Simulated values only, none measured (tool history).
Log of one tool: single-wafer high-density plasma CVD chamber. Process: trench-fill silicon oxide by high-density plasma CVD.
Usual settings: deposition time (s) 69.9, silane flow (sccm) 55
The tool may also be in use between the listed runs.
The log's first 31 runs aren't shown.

| run | day | deposition time (s) | silane flow (sccm) | read-back reference wafer on the same gauge, thickness_nm | mean film thickness on the monitor wafer (Å) |
|---|---|---|---|---|---|
| 32 | 101.046 | 59.3 | 46 | 391.077 | 3164.61 |
| 33 | 102.554 | 78.7 | 55 | 391.022 | 4916.8 |
| 34 | 105.296 | 60.8 | 46 | 390.926 | 3252.86 |
| 35 | 108.812 | 78.8 | 55 | 390.967 | 4889.57 |
| 36 | 112.012 | 63.4 | 45 | 391.687 | 3318.84 |
| 37 | 121.475 | 83.6 | 62 | 391.133 | 5655.44 |
| 38 | 124.329 | 69.9 | 59 | 390.763 | 4513.03 |
| 39 | 128.658 | 69.9 | 55 | 390.814 | 4286.66 |
|  | 130.138 | silane flow controller replaced |
| 40 | 130.762 | 69.9 | 55 | 390.632 | 4354.31 |
| 41 | 133.65 | 69.9 | 55 | 391.754 | 4323.09 |
| 42 | 140.504 | 78.3 | 55 | 390.998 | 4832.83 |
| 43 | 142.512 | 74.9 | 48 | 390.984 | 4152.53 |

5 ways to go on from here, each from the tool as it stands after run 43. What would each give?
| A | 142.529 | 69.9 | 55 | ? | ? |
| B | 142.529 | 81.3 | 47 | ? | ? |
| C | 142.529 | 74.2 | 58 | ? | ? |
| D | 142.529 | 60.5 | 50 | ? | ? |
| E | 142.529 | 75.6 | 62 | ? | ? |

| run | read-back reference wafer on the same gauge, thickness_nm | mean film thickness on the monitor wafer (Å) |
|---|---|---|
| A | 390.789 | 4350.29 |
| B | 390.789 | 4456.54 |
| C | 390.789 | 4824.36 |
| D | 390.789 | 3484.71 |
| E | 390.789 | 5195.86 |
Without the tool's hidden state the same runs would have given:
| run | mean film thickness on the monitor wafer (Å) |
|---|---|
| A | 4366.51 |
| B | 4473.16 |
| C | 4842.35 |
| D | 3497.7 |
| E | 5215.24 |

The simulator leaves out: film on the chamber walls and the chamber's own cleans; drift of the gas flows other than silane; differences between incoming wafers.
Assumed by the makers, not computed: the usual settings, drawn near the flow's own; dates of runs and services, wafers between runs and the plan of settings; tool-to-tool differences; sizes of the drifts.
